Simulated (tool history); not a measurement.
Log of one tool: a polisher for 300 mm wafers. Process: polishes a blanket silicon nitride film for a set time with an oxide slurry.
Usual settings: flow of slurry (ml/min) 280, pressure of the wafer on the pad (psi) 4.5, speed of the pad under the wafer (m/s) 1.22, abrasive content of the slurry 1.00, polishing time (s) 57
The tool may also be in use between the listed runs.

run    hour  flow of slurry (ml/min)  pressure of the wafer on the pad (psi)  speed of the pad under the wafer (m/s)  abrasive content of the slurry  polishing time (s)  incoming thickness of the incoming film, nm  film removed (angstrom)
  1     0.0                      280                                     4.5                                    1.22                            1.20                  57                                        402.5                      620
  2    54.4                      280                                     4.5                                    1.22                            1.10                  57                                        398.5                      578
  3   113.9                      280                                     4.5                                    1.22                            1.10                  57                                        403.1                      590
      132.1  -- conditioning disc replaced and pad reconditioned
      222.1  -- worn pad replaced by a new one
      251.6  -- slurry blender recalibrated
  4   320.8                      280                                     5.4                                    1.22                            1.25                  57                                        398.8                      685
  5   351.7                      280                                     5.4                                    1.22                            1.25                  57                                        399.4                      662
  6   403.9                      280                                     4.5                                    1.22                            1.00                  57                                        395.6                      515
      420.5  -- head pressure recalibrated
  7   432.6                      280                                     4.5                                    1.46                            1.00                  57                                        401.7                      561
      440.4  -- slurry nozzle cleaned
  8   490.8                      280                                     5.4                                    1.22                            1.20                  57                                        400.5                      707
      528.0  -- worn pad replaced by a new one
  9   528.5                      180                                     4.5                                    1.22                            1.10                  45                                        403.6                      438
 10   549.8                      280                                     4.5                                    1.22                            1.00                  57                                        396.6                      547
      598.9  -- slurry blender recalibrated
 11   609.8                      280                                     5.0                                    1.08                            0.70                  57                                        400.0                      390
 12   641.8                      280                                     3.4                                    1.22                            0.75                  57                                        406.6                      365
 13   686.4                      280                                     4.5                                    1.22                            1.00                  57                                        396.5                      535
      699.5  -- conditioning disc replaced and pad reconditioned
 14   742.0                      365                                     4.5                                    1.22                            1.00                  64                                        401.5                      628
 15   798.9                      330                                     4.5                                    1.02                            1.00                  47                                        400.1                      411
 16   830.9                      280                                     4.5                                    1.22                            1.00                  57                                        403.6                      533
      870.9  -- worn pad replaced by a new one
 17   871.4                      280                                     5.8                                    1.22                            1.00                  57                                        399.1                      611
      927.5  -- slurry blender recalibrated
 18   934.9                      280                                     4.5                                    1.22                            1.00                  57                                        396.9                      519
      984.8  -- slurry nozzle cleaned
     1006.6  -- head pressure recalibrated
 19  1007.1                      280                                     4.5                                    1.22                            1.00                  42                                        396.5                      404
 20  1046.5                      375                                     4.5                                    1.22                            1.25                  67                                        398.1                      762
 21  1082.4                      280                                     3.6                                    1.22                            1.00                  57                                        394.2                      474
 22  1147.2                      280                                     4.5                                    1.22                            1.25                  57                                        400.2                      612
 23  1205.9                      280                                     4.5                                    1.22                            0.75                  57                                        406.2                      410
     1238.3  -- conditioning disc replaced and pad reconditioned
     1244.2  -- worn pad replaced by a new one
 24  1264.0                      280                                     4.5                                    1.22                            1.00                  57                                        398.5                      531

5 ways to go on from here, each from the tool as it stands after run 24. What would each give?
  A  1264.4                      280                                     4.5                                    1.22                            1.00                  74                                        398.9                        ?
  B  1264.4                      280                                     4.5                                    1.08                            1.00                  67                                        398.9                        ?
  C  1264.4                      380                                     4.5                                    1.00                            0.90                  57                                        398.9                        ?
  D  1264.4                      280                                     4.5                                    1.22                            0.80                  57                                        398.9                        ?
  E  1264.4                      200                                     6.0                                    0.84                            0.75                  57                                        398.9                        ?

run  film removed (angstrom)
  A                      704
  B                      596
  C                      467
  D                      449
  E                      386
Without the tool's hidden state the same runs would have given:
run  film removed (angstrom)
  A                      744
  B                      629
  C                      487
  D                      475
  E                      417
